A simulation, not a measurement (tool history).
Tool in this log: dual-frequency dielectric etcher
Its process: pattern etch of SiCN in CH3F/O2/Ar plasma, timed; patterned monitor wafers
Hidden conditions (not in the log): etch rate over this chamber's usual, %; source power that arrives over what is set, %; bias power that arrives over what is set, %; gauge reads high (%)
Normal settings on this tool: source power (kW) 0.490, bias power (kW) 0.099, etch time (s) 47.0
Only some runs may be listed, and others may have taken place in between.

run,hour,source power (kW),bias power (kW),etch time (s),wafers since the last listed run,hours since the last wet clean,hours since the last source power generator calibration,hours since the last bias power generator calibration,hours since the last upper electrode change,hours since the gauge calibration,"read-back reference wafer on the same gauge, depth_nm",mean etch depth across the wafer (Å)
1,0.0,0.490,0.099,47.0,0,127.9,3697.5,3109.7,3865.6,2344.2,22.00,225.0
2,67.1,0.490,0.099,47.0,707,195.0,3764.6,3176.8,3932.7,2411.3,22.00,225.1
3,115.5,0.490,0.099,47.0,510,243.4,3813.0,3225.2,3981.1,2459.7,22.01,224.7
4,151.3,0.490,0.099,47.0,377,279.2,3848.8,3261.0,4016.9,2495.5,21.98,224.2
5,177.3,0.490,0.099,47.0,274,305.2,3874.8,3287.0,4042.9,2521.5,21.96,224.0
6,222.1,0.490,0.099,47.0,472,350.0,3919.6,3331.8,4087.7,2566.3,22.01,224.6
7,255.7,0.490,0.077,56.5,354,383.6,3953.2,3365.4,4121.3,2599.9,21.99,239.3
# hour 275.2: gauge calibrated
8,294.9,0.490,0.099,47.0,413,422.8,3992.4,3404.6,4160.5,19.7,22.00,224.4
9,326.8,0.490,0.099,41.0,336,454.7,4024.3,3436.5,4192.4,51.6,22.03,195.0
10,384.3,0.440,0.092,36.0,606,512.2,4081.8,3494.0,4249.9,109.1,22.01,159.3
# hour 423.9: bias power generator calibrated
# hour 486.0: wet clean of the chamber
11,524.1,0.490,0.099,47.0,1178,38.1,4221.6,100.2,4389.7,248.9,22.03,231.5
# hour 565.5: upper electrode replaced
12,574.7,0.600,0.108,37.5,280,88.7,4272.2,150.8,9.2,299.5,22.00,205.5
# hour 593.0: source power generator calibrated
13,630.2,0.490,0.120,36.5,542,144.2,37.2,206.3,64.7,355.0,21.99,195.6
14,679.5,0.490,0.122,47.0,519,193.5,86.5,255.6,114.0,404.3,21.98,255.5
15,744.6,0.490,0.122,47.0,686,258.6,151.6,320.7,179.1,469.4,21.99,252.8
16,790.7,0.490,0.099,47.0,485,304.7,197.7,366.8,225.2,515.5,21.98,228.1
17,826.1,0.380,0.099,42.0,373,340.1,233.1,402.2,260.6,550.9,21.99,189.0
18,868.0,0.600,0.092,39.0,441,382.0,275.0,444.1,302.5,592.8,21.99,194.9
19,922.3,0.390,0.076,51.5,572,436.3,329.3,498.4,356.8,647.1,22.01,203.6
20,991.7,0.590,0.113,47.0,731,505.7,398.7,567.8,426.2,716.5,22.01,257.1
21,1038.4,0.490,0.099,47.0,492,552.4,445.4,614.5,472.9,763.2,21.99,227.6
# hour 1105.9: wet clean of the chamber
22,1106.4,0.570,0.091,36.0,463,0.5,513.4,682.5,540.9,831.2,22.02,177.9
23,1122.9,0.490,0.099,43.5,173,17.0,529.9,699.0,557.4,847.7,22.01,211.9
24,1192.9,0.490,0.099,47.0,737,87.0,599.9,769.0,627.4,917.7,21.99,229.5
25,1261.3,0.380,0.111,34.0,720,155.4,668.3,837.4,695.8,986.1,21.98,161.8
26,1331.7,0.490,0.099,47.0,741,225.8,738.7,907.8,766.2,1056.5,22.01,227.9
27,1363.0,0.410,0.085,47.0,329,257.1,770.0,939.1,797.5,1087.8,22.00,199.9
28,1414.4,0.490,0.099,47.0,541,308.5,821.4,990.5,848.9,1139.2,22.00,227.8
29,1444.5,0.610,0.124,34.0,317,338.6,851.5,1020.6,879.0,1169.3,22.00,196.7
30,1487.4,0.490,0.099,47.0,452,381.5,894.4,1063.5,921.9,1212.2,22.00,227.6

Each row is a separate what-if for the run after 30, all from the same tool condition, not one after another. Results?
A,1487.8,0.490,0.099,37.5,4,381.9,894.8,1063.9,922.3,1212.6,?,?
B,1487.8,0.490,0.099,36.5,4,381.9,894.8,1063.9,922.3,1212.6,?,?
C,1487.8,0.610,0.115,56.5,4,381.9,894.8,1063.9,922.3,1212.6,?,?
D,1487.8,0.490,0.124,36.0,4,381.9,894.8,1063.9,922.3,1212.6,?,?

run,"read-back reference wafer on the same gauge, depth_nm",mean etch depth across the wafer (Å)
A,21.98,181.7
B,21.98,176.8
C,21.98,316.0
D,21.98,194.3
What these runs would have given with no unlogged condition in the tool:
run,mean etch depth across the wafer (Å)
A,186.0
B,181.1
C,323.8
D,199.1
